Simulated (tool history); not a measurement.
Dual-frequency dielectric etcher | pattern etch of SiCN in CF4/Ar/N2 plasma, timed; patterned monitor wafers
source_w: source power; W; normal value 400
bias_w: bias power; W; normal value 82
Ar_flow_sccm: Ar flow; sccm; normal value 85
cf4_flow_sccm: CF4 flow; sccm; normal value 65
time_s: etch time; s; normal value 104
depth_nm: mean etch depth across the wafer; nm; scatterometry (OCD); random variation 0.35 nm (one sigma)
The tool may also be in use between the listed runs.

run,hour,source_w,bias_w,Ar_flow_sccm,cf4_flow_sccm,time_s,wafers since the last listed run,hours since the last wet clean,hours since the last source power generator calibration,hours since the last bias power generator calibration,hours since the last Ar flow controller change,hours since the last CF4 flow controller change,hours since the last upper electrode change,hours since the gauge calibration,"read-back reference wafer on the same gauge, depth_nm",depth_nm
1,0,400,82,85,72,104,0,446.6,2545.7,3719.6,1017.5,4016.8,5446.5,270.9,97,88.8
# hour 28.3: wet clean of the chamber
2,28.8,400,82,85,61,104,47,0.5,2574.5,3748.4,1046.3,4045.6,5475.3,299.7,97.1,84.3
3,96.6,340,82,85,65,104,672,68.3,2642.3,3816.2,1114.1,4113.4,5543.1,367.5,97,77.9
4,149.9,340,82,85,65,104,528,121.6,2695.6,3869.5,1167.4,4166.7,5596.4,420.8,97,78.8
5,204.8,340,82,85,65,104,544,176.5,2750.5,3924.4,1222.3,4221.6,5651.3,475.7,97.1,78.9
6,258.1,400,82,85,65,104,528,229.8,2803.8,3977.7,1275.6,4274.9,5704.6,529,97.1,87.1
7,320.6,400,82,85,65,104,619,292.3,2866.3,4040.2,1338.1,4337.4,5767.1,591.5,97.2,87.3
8,381.3,400,82,90,65,104,601,353,2927,4100.9,1398.8,4398.1,5827.8,652.2,97.2,86.9
9,437.9,400,82,90,65,104,561,409.6,2983.6,4157.5,1455.4,4454.7,5884.4,708.8,97.1,87
# hour 464: source power generator calibrated
# hour 484.8: wet clean of the chamber
10,485.3,400,82,85,65,104,224,0.5,21.3,4204.9,1502.8,4502.1,5931.8,756.2,97.1,85
11,511.3,400,93,85,65,134,257,26.5,47.3,4230.9,1528.8,4528.1,5957.8,782.2,97.1,117.2
# hour 527.4: bias power generator calibrated
# hour 538.7: gauge calibrated
# hour 541.6: Ar flow controller replaced
# hour 549.1: CF4 flow controller replaced
12,580.8,400,66,85,65,104,530,96,116.8,53.4,39.2,31.7,6027.3,42.1,97.2,76.3
# hour 626.3: upper electrode replaced
13,644.1,400,82,66,65,104,389,159.3,180.1,116.7,102.5,95,17.8,105.4,97.2,89.5
14,669.9,400,82,64,65,104,255,185.1,205.9,142.5,128.3,120.8,43.6,131.2,97.1,90.1
15,709.8,400,82,73,75,104,395,225,245.8,182.4,168.2,160.7,83.5,171.1,97.1,89.6
16,746.7,400,82,85,65,104,365,261.9,282.7,219.3,205.1,197.6,120.4,208,97.1,86.8
17,789.8,400,82,85,65,104,427,305,325.8,262.4,248.2,240.7,163.5,251.1,97,87
18,848.1,490,82,92,51,92.5,577,363.3,384.1,320.7,306.5,299,221.8,309.4,97.2,83.4
19,911.3,400,82,85,65,104,626,426.5,447.3,383.9,369.7,362.2,285,372.6,97.2,87.3

Some steps in depth_nm, run to run, broken into two amounts with sign: the step expected even without the hidden condition (settings, incoming material, random variation), and the rest, left for the hidden condition together with whatever gauge scatter is not in both the measured and the hidden-condition-free result:
The hidden state here: etch rate over this chamber's usual, %; source power that arrives over what is set, %; bias power that arrives over what is set, %; Ar flow that arrives over what is set, %; CF4 flow that arrives over what is set, %; gauge reads high (%).
Run 9 -> 10: Ar_flow_sccm 90 -> 85, source power generator calibrated, wet clean of the chamber. depth_nm -2 nm: hidden state -3.1, all else +1.1.
Run 11 -> 12: bias_w 93 -> 66, time_s 134 -> 104, bias power generator calibrated, gauge calibrated, Ar flow controller replaced, CF4 flow controller replaced. depth_nm -40.9 nm: hidden state +0.1, all else -41.
